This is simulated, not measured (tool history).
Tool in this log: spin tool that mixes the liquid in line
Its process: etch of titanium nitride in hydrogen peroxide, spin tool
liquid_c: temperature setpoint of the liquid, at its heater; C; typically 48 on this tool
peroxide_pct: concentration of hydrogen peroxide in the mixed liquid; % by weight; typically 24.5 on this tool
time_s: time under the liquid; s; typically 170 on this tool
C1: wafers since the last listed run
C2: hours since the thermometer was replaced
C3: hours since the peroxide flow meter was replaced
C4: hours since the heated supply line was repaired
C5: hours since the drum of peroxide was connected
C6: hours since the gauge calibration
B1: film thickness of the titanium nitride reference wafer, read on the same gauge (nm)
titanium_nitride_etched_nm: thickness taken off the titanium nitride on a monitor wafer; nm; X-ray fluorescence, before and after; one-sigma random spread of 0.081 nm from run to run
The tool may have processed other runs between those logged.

run 1 hour=0 | liquid_c=48 peroxide_pct=24.5 time_s=100 | C1=0 C2=82.2 C3=1127.8 C4=3594.7 C5=618 C6=220.5 | B1=71.98 | titanium_nitride_etched_nm=6.79
run 2 hour=42.7 | liquid_c=48 peroxide_pct=24.5 time_s=100 | C1=438 C2=124.9 C3=1170.5 C4=3637.4 C5=660.7 C6=263.2 | B1=72.22 | titanium_nitride_etched_nm=6.72
run 3 hour=76.3 | liquid_c=48 peroxide_pct=24.5 time_s=100 | C1=345 C2=158.5 C3=1204.1 C4=3671 C5=694.3 C6=296.8 | B1=72.4 | titanium_nitride_etched_nm=6.8
run 4 hour=130.4 | liquid_c=48 peroxide_pct=24.5 time_s=170 | C1=555 C2=212.6 C3=1258.2 C4=3725.1 C5=748.4 C6=350.9 | B1=72.66 | titanium_nitride_etched_nm=11.52
run 5 hour=199 | liquid_c=48 peroxide_pct=24.5 time_s=170 | C1=704 C2=281.2 C3=1326.8 C4=3793.7 C5=817 C6=419.5 | B1=72.95 | titanium_nitride_etched_nm=11.76
run 6 hour=230.4 | liquid_c=48 peroxide_pct=30 time_s=170 | C1=322 C2=312.6 C3=1358.2 C4=3825.1 C5=848.4 C6=450.9 | B1=73.12 | titanium_nitride_etched_nm=12.25
-- hour=255.9 heated supply line repaired
run 7 hour=281.1 | liquid_c=48 peroxide_pct=24.5 time_s=170 | C1=510 C2=363.3 C3=1408.9 C4=25.2 C5=899.1 C6=501.6 | B1=73.27 | titanium_nitride_etched_nm=11.61
run 8 hour=309.2 | liquid_c=48 peroxide_pct=24.5 time_s=100 | C1=288 C2=391.4 C3=1437 C4=53.3 C5=927.2 C6=529.7 | B1=73.41 | titanium_nitride_etched_nm=6.88
run 9 hour=380.9 | liquid_c=48 peroxide_pct=24.5 time_s=170 | C1=736 C2=463.1 C3=1508.7 C4=125 C5=998.9 C6=601.4 | B1=73.6 | titanium_nitride_etched_nm=11.61
-- hour=431.2 new drum of peroxide connected
-- hour=449 peroxide flow meter replaced
run 10 hour=498.4 | liquid_c=48 peroxide_pct=24.5 time_s=255 | C1=1186 C2=580.6 C3=49.4 C4=242.5 C5=67.2 C6=718.9 | B1=73.94 | titanium_nitride_etched_nm=17.67
run 11 hour=563.5 | liquid_c=48 peroxide_pct=24.5 time_s=170 | C1=668 C2=645.7 C3=114.5 C4=307.6 C5=132.3 C6=784 | B1=74.09 | titanium_nitride_etched_nm=11.75
run 12 hour=620.6 | liquid_c=44 peroxide_pct=30 time_s=125 | C1=586 C2=702.8 C3=171.6 C4=364.7 C5=189.4 C6=841.1 | B1=74.22 | titanium_nitride_etched_nm=6.84
run 13 hour=690.6 | liquid_c=43.5 peroxide_pct=22.5 time_s=75 | C1=718 C2=772.8 C3=241.6 C4=434.7 C5=259.4 C6=911.1 | B1=74.36 | titanium_nitride_etched_nm=3.68
run 14 hour=744.7 | liquid_c=48 peroxide_pct=19.5 time_s=90 | C1=555 C2=826.9 C3=295.7 C4=488.8 C5=313.5 C6=965.2 | B1=74.45 | titanium_nitride_etched_nm=5.99
run 15 hour=793 | liquid_c=48 peroxide_pct=28.5 time_s=90 | C1=496 C2=875.2 C3=344 C4=537.1 C5=361.8 C6=1013.5 | B1=74.5 | titanium_nitride_etched_nm=6.54
run 16 hour=824.5 | liquid_c=48 peroxide_pct=27 time_s=170 | C1=323 C2=906.7 C3=375.5 C4=568.6 C5=393.3 C6=1045 | B1=74.51 | titanium_nitride_etched_nm=12.27
run 17 hour=855.1 | liquid_c=52.5 peroxide_pct=29.5 time_s=170 | C1=314 C2=937.3 C3=406.1 C4=599.2 C5=423.9 C6=1075.6 | B1=74.55 | titanium_nitride_etched_nm=16.96
run 18 hour=881.2 | liquid_c=45 peroxide_pct=24.5 time_s=115 | C1=268 C2=963.4 C3=432.2 C4=625.3 C5=450 C6=1101.7 | B1=74.62 | titanium_nitride_etched_nm=6.51
run 19 hour=906.8 | liquid_c=48 peroxide_pct=24.5 time_s=85 | C1=262 C2=989 C3=457.8 C4=650.9 C5=475.6 C6=1127.3 | B1=74.67 | titanium_nitride_etched_nm=6
run 20 hour=934.9 | liquid_c=48 peroxide_pct=17.5 time_s=170 | C1=288 C2=1017.1 C3=485.9 C4=679 C5=503.7 C6=1155.4 | B1=74.68 | titanium_nitride_etched_nm=11.22
run 21 hour=1002.4 | liquid_c=48 peroxide_pct=24.5 time_s=170 | C1=693 C2=1084.6 C3=553.4 C4=746.5 C5=571.2 C6=1222.9 | B1=74.74 | titanium_nitride_etched_nm=11.84
run 22 hour=1048 | liquid_c=48 peroxide_pct=19.5 time_s=90 | C1=468 C2=1130.2 C3=599 C4=792.1 C5=616.8 C6=1268.5 | B1=74.79 | titanium_nitride_etched_nm=6.06
run 23 hour=1099.8 | liquid_c=48 peroxide_pct=24.5 time_s=265 | C1=532 C2=1182 C3=650.8 C4=843.9 C5=668.6 C6=1320.3 | B1=74.87 | titanium_nitride_etched_nm=18.72
run 24 hour=1166.9 | liquid_c=48 peroxide_pct=24.5 time_s=170 | C1=689 C2=1249.1 C3=717.9 C4=911 C5=735.7 C6=1387.4 | B1=74.85 | titanium_nitride_etched_nm=11.86

How would selected steps in titanium_nitride_etched_nm from run to run divide? Give the signed amount a tool lacking its hidden state would still show from settings, what came in and random variation, and the signed amount left for the hidden state, including any gauge scatter that is not in both of the compared results.
Hidden state at play: liquid hotter than its thermometer reads (K); peroxide flow above the setpoint (%); temperature lost on the way to the wafer (K); peroxide weaker than its label (%); gauge reads high (%).
Run 17 -> 18: liquid_c 52.5 -> 45, peroxide_pct 29.5 -> 24.5, time_s 170 -> 115. titanium_nitride_etched_nm -10.45 nm: hidden state -0.64, all else -9.81.
Run 22 -> 23: peroxide_pct 19.5 -> 24.5, time_s 90 -> 265. titanium_nitride_etched_nm +12.66 nm: hidden state +0.83, all else +11.83.
